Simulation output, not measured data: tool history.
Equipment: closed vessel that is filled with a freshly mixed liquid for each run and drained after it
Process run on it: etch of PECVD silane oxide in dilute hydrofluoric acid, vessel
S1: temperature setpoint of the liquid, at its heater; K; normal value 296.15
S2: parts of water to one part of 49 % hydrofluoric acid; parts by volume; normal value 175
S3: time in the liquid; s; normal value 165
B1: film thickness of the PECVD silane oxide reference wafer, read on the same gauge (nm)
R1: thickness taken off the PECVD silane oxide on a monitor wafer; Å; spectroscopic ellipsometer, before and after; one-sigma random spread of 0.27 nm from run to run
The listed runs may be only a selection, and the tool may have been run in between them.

run    hour      S1   S2   S3      B1     R1
  1       0  299.15  175  165  109.99    377
       31.8  -- gauge calibrated
  2    63.3  299.15  175  165  109.99  374.2
  3   110.4  299.15  175  165  110.02  374.3
      139.4  -- thermometer replaced
  4   163.2  296.15  145  165  109.98  411.4
  5   219.3  296.15  145  165  110.01  416.4
  6   276.2  296.15  145  165  109.98  417.1
  7     320  296.15  175  205     110  407.9
  8   361.1  296.15  175  205  110.02  409.2
  9   393.8  296.15  175  205  109.98  407.5
 10     437  296.15  175  165  110.02  326.8
 11   499.6  296.15  175  165  110.03  330.3
 12   558.3  296.15  175  130  110.01  261.1
      601.3  -- hydrofluoric acid flow meter replaced
 13   640.9  298.65  175  135  110.03  308.3
 14   675.9  301.15  215  110  109.98  212.3
      681.9  -- thermometer replaced
 15   724.3  296.15  175  165  110.02  341.6
 16   771.8  294.15  175  195  110.02  369.7
 17     820  296.15  145  165  109.97  422.3
 18   874.3  292.15  245  110  109.98  130.8
        942  -- gauge calibrated
 19  1048.4  291.65  145  130  110.01  277.3
 20  1099.7  296.15  175  240     110  496.1
 21    1146  296.15  175  165  109.98  342.1

Estimate the outcome of run 22 from the log above:
     1295.7  -- thermometer replaced
 22  1346.5  296.15  175  165   ?   ?

B1: 110.01
R1: 338.5 Å
With no hidden state in the tool, this same run would have given R1 344.6 Å.
